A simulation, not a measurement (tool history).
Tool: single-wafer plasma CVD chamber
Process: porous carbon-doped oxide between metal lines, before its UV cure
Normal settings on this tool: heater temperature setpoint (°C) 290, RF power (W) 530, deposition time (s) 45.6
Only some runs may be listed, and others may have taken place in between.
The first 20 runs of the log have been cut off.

run	hour	heater temperature setpoint (°C)	RF power (W)	deposition time (s)	read-back reference wafer on the same gauge, thickness_nm	mean film thickness on the monitor wafer (angstrom)
21	2061	290	530	45.6	248.212	2604.05
22	2134.8	290	530	45.6	248.492	2610.72
23	2224.1	295	500	51.3	247.816	2704.97
24	2328.8	290	615	45.6	248.603	2891.87
25	2391.3	290	530	45.6	248.465	2575.15
26	2437.4	296	530	45.6	248.126	2482.68
27	2517.2	282	530	54.6	248.016	3212.92
28	2616.6	294	590	48	247.94	2859.36
29	2660.7	290	455	52	248.274	2552.51
30	2749	290	530	50.7	248.099	2816.87
31	2823.5	290	635	54.2	247.649	3426.78

Predict the results of run 32:
32	2905.2	284	440	39.7	?	?

Logged for run 32: read-back reference wafer on the same gauge, thickness_nm 247.681, mean film thickness on the monitor wafer (angstrom) 1924.6.
Were there no unlogged condition in the tool, this run, its random variation unchanged, would have produced mean film thickness on the monitor wafer (angstrom) 2081.45.

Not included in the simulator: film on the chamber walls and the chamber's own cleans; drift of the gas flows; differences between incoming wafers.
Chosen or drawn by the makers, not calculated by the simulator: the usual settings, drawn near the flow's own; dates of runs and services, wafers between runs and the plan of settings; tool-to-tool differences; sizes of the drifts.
